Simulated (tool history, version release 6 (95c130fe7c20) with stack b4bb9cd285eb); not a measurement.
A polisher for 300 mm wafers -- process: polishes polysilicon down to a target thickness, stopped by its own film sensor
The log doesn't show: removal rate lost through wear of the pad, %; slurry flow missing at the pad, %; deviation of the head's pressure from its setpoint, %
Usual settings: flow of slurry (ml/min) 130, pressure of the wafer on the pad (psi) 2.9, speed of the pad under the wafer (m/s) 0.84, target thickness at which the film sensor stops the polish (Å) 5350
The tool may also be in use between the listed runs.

run,hour,flow of slurry (ml/min),pressure of the wafer on the pad (psi),speed of the pad under the wafer (m/s),target thickness at which the film sensor stops the polish (Å),wafers since the last listed run,wafers polished on this pad,hours since the slurry nozzle was cleaned,hours since the head pressure was calibrated,"incoming thickness of the incoming film, nm",time until the film sensor stopped the polish (s)
1,0,130,2.9,0.72,5350,0,5210,284.2,320,923.7,77.7
# hour 33.6: worn pad replaced by a new one
2,42.3,130,2.9,0.72,5350,561,127,326.5,362.3,923.8,77.4
3,83.9,130,2.9,0.72,5350,609,736,368.1,403.9,923.2,77.2
4,175.1,130,2.3,0.84,5350,1336,2073,459.3,495.1,915.3,84.5
5,251.4,130,2.3,0.84,5350,1118,3191,535.6,571.4,911.3,86.1
6,335.2,130,2.9,0.84,5350,1228,4420,619.4,655.2,909,68.4
# hour 348.2: slurry nozzle cleaned
7,403.8,130,2.9,0.84,5350,990,5410,55.6,723.8,920.6,66.6
# hour 443.6: worn pad replaced by a new one
8,695.3,130,2.9,0.84,5350,4213,3689,347.1,1015.3,927.1,70.1
9,795.7,130,2.9,0.84,5350,1471,5161,447.5,1115.7,922.7,68
# hour 851.3: head pressure recalibrated
# hour 873.3: worn pad replaced by a new one
10,885.5,130,2.9,0.84,5350,1228,178,537.3,34.2,903.1,68.1
# hour 926.2: slurry nozzle cleaned
11,950.7,130,2.9,0.84,5350,940,1119,24.5,99.4,909.5,64.4
12,1072.5,130,2.9,0.84,5350,1785,2904,146.3,221.2,934.2,70.3
13,1123.6,130,2.9,0.84,5350,748,3653,197.4,272.3,926.2,67.6
14,1184.7,130,2.9,0.84,5350,895,4549,258.5,333.4,924.1,67.2
15,1234.3,130,2.9,0.62,6610,726,5276,308.1,383,929.8,58.7
16,1275.7,90,2.9,0.84,4370,606,5882,349.5,424.4,907.6,90.2
# hour 1348.4: worn pad replaced by a new one
17,1367.7,160,2.5,0.84,5350,1289,283,441.5,516.4,911.5,77.6
18,1422.7,105,2.5,0.7,5350,806,1089,496.5,571.4,911.2,94.8
19,1464,130,2.9,1,6100,605,1694,537.8,612.7,914,48.7
# hour 1481: slurry nozzle cleaned
20,1531.4,155,2.3,0.84,5350,973,2667,50.4,680.1,919.4,81.2
21,1596.1,150,3.6,0.76,5350,948,3616,115.1,744.8,919.4,57.1
22,1697.3,145,2.9,0.84,5350,1483,5099,216.3,846,915.4,66
# hour 1789.5: worn pad replaced by a new one
23,2013.5,145,2.9,0.84,4470,4575,3283,532.5,1162.2,931.4,85.5
# hour 2058.6: head pressure recalibrated
# hour 2078.6: slurry nozzle cleaned
24,2095.2,100,2.9,0.84,6370,1153,4437,16.6,36.6,913.7,48.2

What if the next run were any one of these 4? Each begins from the tool's condition after run 24:
A,2095.6,130,2.9,0.84,5350,5,4442,17,37,929.3,?
B,2095.6,130,2.2,0.56,5350,5,4442,17,37,929.3,?
C,2095.6,145,2.9,0.62,5350,5,4442,17,37,929.3,?
D,2095.6,130,3.8,1.06,5350,5,4442,17,37,929.3,?

run,time until the film sensor stopped the polish (s)
A,66.7
B,117.9
C,82.3
D,42.4
What these runs would have given with no unlogged condition in the tool:
run,time until the film sensor stopped the polish (s)
A,66.4
B,117.4
C,81.9
D,42.2
